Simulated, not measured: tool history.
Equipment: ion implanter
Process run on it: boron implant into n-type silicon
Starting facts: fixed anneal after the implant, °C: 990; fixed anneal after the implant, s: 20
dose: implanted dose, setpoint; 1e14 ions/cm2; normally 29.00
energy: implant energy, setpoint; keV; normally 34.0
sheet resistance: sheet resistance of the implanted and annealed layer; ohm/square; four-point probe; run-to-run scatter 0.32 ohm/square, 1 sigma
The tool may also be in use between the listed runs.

| run | hour | dose | energy | wafers since the last listed run | hours since the last dose calibration | hours since the extraction supply was calibrated | hours since the gauge calibration | read-back reference wafer on the same gauge, sheet resistance | sheet resistance |
|---|---|---|---|---|---|---|---|---|---|
| 1 | 0.0 | 29.00 | 34.0 | 0 | 1584.3 | 2635.6 | 317.2 | 61.06 | 54.30 |
| 2 | 54.4 | 29.00 | 34.0 | 1314 | 1638.7 | 2690.0 | 371.6 | 61.08 | 54.04 |
| 3 | 124.5 | 29.00 | 34.0 | 1694 | 1708.8 | 2760.1 | 441.7 | 60.93 | 53.98 |
| 4 | 185.2 | 29.00 | 34.0 | 1466 | 1769.5 | 2820.8 | 502.4 | 60.69 | 54.08 |
| 5 | 248.0 | 29.00 | 34.0 | 1517 | 1832.3 | 2883.6 | 565.2 | 60.53 | 52.98 |
| 6 | 294.3 | 32.78 | 34.0 | 1118 | 1878.6 | 2929.9 | 611.5 | 60.54 | 50.91 |
| 7 | 361.0 | 32.78 | 34.0 | 1611 | 1945.3 | 2996.6 | 678.2 | 60.28 | 50.26 |
|  | 381.1 | extraction supply calibrated |
|  | 403.6 | Faraday cup replaced and dose calibrated |
| 8 | 418.0 | 32.78 | 34.0 | 990 | 14.4 | 36.9 | 735.2 | 60.01 | 50.76 |
|  | 425.6 | gauge calibrated |
| 9 | 448.3 | 29.00 | 30.5 | 732 | 44.7 | 67.2 | 22.7 | 61.59 | 55.75 |
| 10 | 479.0 | 23.67 | 34.0 | 741 | 75.4 | 97.9 | 53.4 | 61.71 | 61.07 |
| 11 | 531.7 | 23.90 | 28.5 | 1273 | 128.1 | 150.6 | 106.1 | 61.40 | 62.94 |
| 12 | 589.1 | 23.21 | 37.5 | 1387 | 185.5 | 208.0 | 163.5 | 61.33 | 59.90 |
| 13 | 625.8 | 31.79 | 44.0 | 886 | 222.2 | 244.7 | 200.2 | 61.10 | 48.22 |
| 14 | 665.2 | 37.06 | 34.0 | 952 | 261.6 | 284.1 | 239.6 | 61.01 | 48.77 |
| 15 | 731.1 | 29.00 | 40.0 | 1592 | 327.5 | 350.0 | 305.5 | 60.90 | 52.07 |
| 16 | 755.2 | 32.78 | 34.0 | 582 | 351.6 | 374.1 | 329.6 | 60.97 | 50.92 |

Below are 5 alternative next runs, each starting from the tool's condition after run 16. Predict each:
| A | 755.6 | 36.38 | 34.0 | 9 | 352.0 | 374.5 | 330.0 | ? | ? |
| B | 755.6 | 20.48 | 26.5 | 9 | 352.0 | 374.5 | 330.0 | ? | ? |
| C | 755.6 | 29.00 | 42.5 | 9 | 352.0 | 374.5 | 330.0 | ? | ? |
| D | 755.6 | 34.75 | 34.0 | 9 | 352.0 | 374.5 | 330.0 | ? | ? |
| E | 755.6 | 29.00 | 28.5 | 9 | 352.0 | 374.5 | 330.0 | ? | ? |

| run | read-back reference wafer on the same gauge, sheet resistance | sheet resistance |
|---|---|---|
| A | 60.93 | 48.81 |
| B | 60.93 | 68.41 |
| C | 60.93 | 51.21 |
| D | 60.93 | 49.67 |
| E | 60.93 | 56.58 |
What these runs would have given with no unlogged condition in the tool:
| run | sheet resistance |
|---|---|
| A | 49.58 |
| B | 69.48 |
| C | 52.02 |
| D | 50.45 |
| E | 57.47 |
